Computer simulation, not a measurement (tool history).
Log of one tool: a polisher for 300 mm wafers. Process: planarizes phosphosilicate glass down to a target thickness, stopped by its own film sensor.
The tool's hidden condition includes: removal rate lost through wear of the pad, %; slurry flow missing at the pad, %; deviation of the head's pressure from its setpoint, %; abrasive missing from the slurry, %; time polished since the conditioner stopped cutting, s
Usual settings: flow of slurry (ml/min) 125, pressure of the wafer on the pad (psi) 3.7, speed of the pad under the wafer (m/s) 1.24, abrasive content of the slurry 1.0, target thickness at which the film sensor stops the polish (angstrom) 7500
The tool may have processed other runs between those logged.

| run | hour | flow of slurry (ml/min) | pressure of the wafer on the pad (psi) | speed of the pad under the wafer (m/s) | abrasive content of the slurry | target thickness at which the film sensor stops the polish (angstrom) | wafers since the last listed run | wafers polished on this pad | hours since the slurry nozzle was cleaned | hours since the head pressure was calibrated | hours since the slurry blender was calibrated | hours since the conditioning disc was replaced | incoming thickness of the incoming film, nm | time until the film sensor stopped the polish (s) |
|---|---|---|---|---|---|---|---|---|---|---|---|---|---|---|
| 1 | 0.0 | 125 | 3.7 | 1.24 | 1.0 | 7500 | 0 | 1014 | 361.1 | 508.9 | 84.3 | 67.0 | 1347.0 | 63.1 |
|  | 8.9 | slurry nozzle cleaned |
| 2 | 54.8 | 125 | 3.7 | 1.24 | 1.0 | 7500 | 678 | 1693 | 45.9 | 563.7 | 139.1 | 121.8 | 1363.1 | 60.0 |
| 3 | 91.5 | 125 | 3.7 | 1.24 | 1.0 | 7500 | 462 | 2156 | 82.6 | 600.4 | 175.8 | 158.5 | 1339.0 | 57.0 |
|  | 143.0 | worn pad replaced by a new one |
| 4 | 143.5 | 125 | 3.7 | 1.24 | 1.0 | 7500 | 605 | 6 | 134.6 | 652.4 | 227.8 | 210.5 | 1360.6 | 60.7 |
| 5 | 185.0 | 125 | 3.7 | 1.24 | 1.0 | 7500 | 523 | 530 | 176.1 | 693.9 | 269.3 | 252.0 | 1348.6 | 58.2 |
|  | 239.3 | conditioning disc replaced and pad reconditioned |
| 6 | 269.9 | 125 | 3.7 | 1.24 | 1.0 | 7500 | 1045 | 1575 | 261.0 | 778.8 | 354.2 | 30.6 | 1381.0 | 64.3 |
|  | 289.5 | slurry blender recalibrated |
|  | 330.2 | worn pad replaced by a new one |
|  | 376.6 | slurry nozzle cleaned |
| 7 | 411.6 | 125 | 3.7 | 1.24 | 1.0 | 7500 | 1698 | 1013 | 35.0 | 920.5 | 122.1 | 172.3 | 1338.7 | 57.1 |
| 8 | 473.1 | 125 | 3.7 | 1.24 | 1.0 | 7500 | 775 | 1789 | 96.5 | 982.0 | 183.6 | 233.8 | 1372.3 | 63.4 |
| 9 | 511.9 | 125 | 3.7 | 1.24 | 1.0 | 7500 | 489 | 2278 | 135.3 | 1020.8 | 222.4 | 272.6 | 1375.5 | 60.7 |
|  | 515.8 | conditioning disc replaced and pad reconditioned |
| 10 | 549.5 | 125 | 3.4 | 1.24 | 0.8 | 7500 | 448 | 2727 | 172.9 | 1058.4 | 260.0 | 33.7 | 1361.7 | 68.2 |
|  | 571.6 | worn pad replaced by a new one |
| 11 | 582.4 | 125 | 3.4 | 1.24 | 0.8 | 7500 | 364 | 136 | 205.8 | 1091.3 | 292.9 | 66.6 | 1361.7 | 70.9 |
| 12 | 636.8 | 125 | 3.7 | 1.24 | 1.0 | 7500 | 686 | 822 | 260.2 | 1145.7 | 347.3 | 121.0 | 1358.6 | 64.3 |
|  | 674.8 | slurry blender recalibrated |
| 13 | 700.7 | 125 | 3.7 | 0.84 | 0.8 | 6750 | 780 | 1603 | 324.1 | 1209.6 | 25.9 | 184.9 | 1374.8 | 110.4 |
| 14 | 745.6 | 145 | 4.5 | 1.24 | 1.1 | 8350 | 566 | 2169 | 369.0 | 1254.5 | 70.8 | 229.8 | 1366.0 | 44.7 |

The next listed run, before its measurement:
|  | 765.7 | worn pad replaced by a new one |
|  | 779.5 | conditioning disc replaced and pad reconditioned |
|  | 784.2 | slurry nozzle cleaned |
| 15 | 812.2 | 100 | 3.7 | 1.36 | 1.3 | 7500 | 751 | 548 | 28.0 | 1321.1 | 137.4 | 32.7 | 1376.3 | ? |

{"run 15": {"time until the film sensor stopped the polish (s)": 54.4}}
On a tool with no hidden condition, and with the same random variation, this run would have come out at time until the film sensor stopped the polish (s) 53.7.

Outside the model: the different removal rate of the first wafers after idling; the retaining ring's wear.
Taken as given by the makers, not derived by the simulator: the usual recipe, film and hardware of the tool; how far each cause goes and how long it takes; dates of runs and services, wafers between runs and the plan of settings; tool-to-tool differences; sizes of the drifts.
